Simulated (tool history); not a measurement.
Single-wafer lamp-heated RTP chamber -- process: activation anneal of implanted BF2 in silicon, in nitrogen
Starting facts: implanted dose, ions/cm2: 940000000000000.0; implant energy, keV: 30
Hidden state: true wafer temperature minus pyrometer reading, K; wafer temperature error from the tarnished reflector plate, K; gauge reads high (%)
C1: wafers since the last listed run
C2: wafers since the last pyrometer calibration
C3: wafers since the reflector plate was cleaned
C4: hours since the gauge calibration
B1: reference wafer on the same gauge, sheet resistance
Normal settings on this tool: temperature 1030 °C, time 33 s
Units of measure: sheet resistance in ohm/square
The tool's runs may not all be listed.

{"run": 1, "hour": 0.0, "temperature": 1030, "time": 33, "C1": 0, "C2": 3476, "C3": 3734, "C4": 237.1, "B1": 153.97, "sheet resistance": 149.26}
{"run": 2, "hour": 36.2, "temperature": 1030, "time": 33, "C1": 888, "C2": 4364, "C3": 4623, "C4": 273.3, "B1": 153.87, "sheet resistance": 149.59}
{"run": 3, "hour": 76.3, "temperature": 1030, "time": 33, "C1": 984, "C2": 5349, "C3": 5607, "C4": 313.4, "B1": 154.14, "sheet resistance": 147.29}
{"run": 4, "hour": 112.7, "temperature": 1030, "time": 33, "C1": 893, "C2": 6242, "C3": 6500, "C4": 349.8, "B1": 153.97, "sheet resistance": 146.05}
{"hour": 202.8, "done": "reflector plate cleaned"}
{"hour": 204.8, "done": "pyrometer window cleaned and pyrometer calibrated"}
{"run": 5, "hour": 210.0, "temperature": 1030, "time": 33, "C1": 2143, "C2": 128, "C3": 128, "C4": 447.1, "B1": 154.17, "sheet resistance": 151.18}
{"run": 6, "hour": 286.8, "temperature": 1030, "time": 33, "C1": 1885, "C2": 2013, "C3": 2013, "C4": 523.9, "B1": 153.97, "sheet resistance": 149.29}
{"run": 7, "hour": 364.4, "temperature": 1030, "time": 33, "C1": 1904, "C2": 3918, "C3": 3918, "C4": 601.5, "B1": 154.18, "sheet resistance": 148.99}
{"run": 8, "hour": 454.5, "temperature": 1030, "time": 33, "C1": 2211, "C2": 6129, "C3": 6129, "C4": 691.6, "B1": 154.01, "sheet resistance": 147.45}
{"run": 9, "hour": 549.7, "temperature": 1020, "time": 33, "C1": 2336, "C2": 8466, "C3": 8466, "C4": 786.8, "B1": 153.91, "sheet resistance": 150.16}
{"hour": 573.2, "done": "pyrometer window cleaned and pyrometer calibrated"}
{"hour": 595.6, "done": "reflector plate cleaned"}
{"run": 10, "hour": 651.7, "temperature": 1020, "time": 33, "C1": 2110, "C2": 1731, "C3": 1376, "C4": 888.8, "B1": 153.94, "sheet resistance": 153.84}
{"run": 11, "hour": 748.6, "temperature": 1030, "time": 33, "C1": 2378, "C2": 4110, "C3": 3754, "C4": 985.7, "B1": 154.15, "sheet resistance": 148.77}
{"run": 12, "hour": 825.6, "temperature": 1030, "time": 33, "C1": 1890, "C2": 6000, "C3": 5644, "C4": 1062.7, "B1": 153.88, "sheet resistance": 147.29}
{"run": 13, "hour": 873.0, "temperature": 1008, "time": 43, "C1": 1163, "C2": 7163, "C3": 6808, "C4": 1110.1, "B1": 154.03, "sheet resistance": 153.72}
{"hour": 910.4, "done": "reflector plate cleaned"}
{"run": 14, "hour": 936.3, "temperature": 1053, "time": 15, "C1": 1357, "C2": 8520, "C3": 635, "C4": 1173.4, "B1": 154.02, "sheet resistance": 146.74}
{"hour": 949.3, "done": "pyrometer window cleaned and pyrometer calibrated"}
{"hour": 989.2, "done": "gauge calibrated"}
{"hour": 1240.9, "done": "reflector plate cleaned"}
{"run": 15, "hour": 1249.5, "temperature": 1030, "time": 25, "C1": 7294, "C2": 7172, "C3": 211, "C4": 260.3, "B1": 154, "sheet resistance": 149.21}
{"hour": 1284.1, "done": "pyrometer window cleaned and pyrometer calibrated"}
{"run": 16, "hour": 1321.3, "temperature": 1019, "time": 52, "C1": 1566, "C2": 913, "C3": 1777, "C4": 332.1, "B1": 154.1, "sheet resistance": 150.02}
{"run": 17, "hour": 1382.0, "temperature": 1010, "time": 16, "C1": 1489, "C2": 2402, "C3": 3267, "C4": 392.8, "B1": 153.99, "sheet resistance": 168.22}
{"run": 18, "hour": 1497.2, "temperature": 1004, "time": 48, "C1": 2827, "C2": 5230, "C3": 6095, "C4": 508, "B1": 154.07, "sheet resistance": 155.51}

Run 19 comes next. What will it give?
{"run": 19, "hour": 1538.9, "temperature": 1030, "time": 33, "C1": 1023, "C2": 6254, "C3": 7118, "C4": 549.7, "B1": "?", "sheet resistance": "?"}

Run 19 gave B1 153.92, sheet resistance 147.91 ohm/square.
On a tool with no hidden condition, and with the same random variation, this run would have come out at sheet resistance 151.78 ohm/square.
